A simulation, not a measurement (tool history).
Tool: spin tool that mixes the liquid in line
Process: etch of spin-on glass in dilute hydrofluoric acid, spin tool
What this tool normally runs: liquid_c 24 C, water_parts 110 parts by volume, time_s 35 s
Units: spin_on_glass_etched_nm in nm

| run | hour | liquid_c | water_parts | time_s | read-back film thickness of the spin-on glass reference wafer, read on the same gauge (nm) | spin_on_glass_etched_nm |
|---|---|---|---|---|---|---|
| 1 | 0 | 24 | 110 | 35 | 90.03 | 8.52 |
| 2 | 53.8 | 24 | 110 | 35 | 89.98 | 8.45 |
| 3 | 121.4 | 24 | 85 | 35 | 90.03 | 11.31 |
| 4 | 151.2 | 24 | 125 | 35 | 90.01 | 7.28 |
| 5 | 218.6 | 21 | 110 | 35 | 90.03 | 7.47 |
| 6 | 283.4 | 21 | 110 | 35 | 89.97 | 7.42 |
| 7 | 310.2 | 24 | 110 | 35 | 89.98 | 8.35 |
| 8 | 357.4 | 24 | 110 | 50 | 90 | 11.95 |
| 9 | 387.3 | 24 | 110 | 50 | 90.02 | 11.94 |
| 10 | 445.1 | 24 | 110 | 30 | 89.98 | 7.11 |
| 11 | 483.2 | 24 | 110 | 30 | 90 | 7.15 |
| 12 | 543.9 | 24 | 110 | 30 | 90.04 | 7.11 |
| 13 | 615.2 | 24 | 130 | 35 | 90.06 | 6.82 |
|  | 666.8 | gauge calibrated |
| 14 | 679 | 24 | 130 | 35 | 89.98 | 6.78 |
|  | 701.3 | thermometer replaced |
| 15 | 709.9 | 24 | 150 | 25 | 90 | 4.22 |
|  | 725.9 | hydrofluoric acid flow meter replaced |
| 16 | 774.1 | 22.5 | 65 | 40 | 90.01 | 17.31 |
| 17 | 838 | 24 | 110 | 45 | 90 | 11.48 |
| 18 | 907.2 | 24 | 110 | 50 | 90 | 12.84 |
| 19 | 944.1 | 24 | 110 | 35 | 89.98 | 8.92 |
| 20 | 1097.5 | 24 | 110 | 35 | 89.96 | 8.84 |
| 21 | 1137.2 | 22.5 | 165 | 45 | 90.02 | 6.76 |
| 22 | 1165 | 24 | 95 | 35 | 89.99 | 10.47 |
| 23 | 1228.3 | 26.5 | 110 | 35 | 89.94 | 9.74 |
| 24 | 1265.3 | 22.5 | 155 | 30 | 90.01 | 4.76 |
| 25 | 1311.8 | 24 | 110 | 50 | 89.98 | 12.5 |
| 26 | 1372.9 | 19.5 | 110 | 35 | 89.98 | 7.25 |
| 27 | 1444.3 | 19.5 | 110 | 35 | 90.01 | 7.32 |
| 28 | 1508.1 | 20.5 | 165 | 25 | 89.99 | 3.37 |

5 options for the next run, each taken on its own from the tool as it stands now. Forecast them:
| A | 1508.5 | 24 | 110 | 35 | ? | ? |
| B | 1508.5 | 22 | 110 | 45 | ? | ? |
| C | 1508.5 | 24 | 70 | 35 | ? | ? |
| D | 1508.5 | 24 | 75 | 35 | ? | ? |
| E | 1508.5 | 27.5 | 75 | 50 | ? | ? |

| run | read-back film thickness of the spin-on glass reference wafer, read on the same gauge (nm) | spin_on_glass_etched_nm |
|---|---|---|
| A | 90.02 | 8.62 |
| B | 90.02 | 10.24 |
| C | 90.02 | 14.26 |
| D | 90.02 | 13.22 |
| E | 90.02 | 21.71 |
Take away the tool's hidden state, keep each run's random variation, and the runs would have read:
| run | spin_on_glass_etched_nm |
|---|---|
| A | 9.07 |
| B | 10.77 |
| C | 14.98 |
| D | 13.9 |
| E | 22.81 |
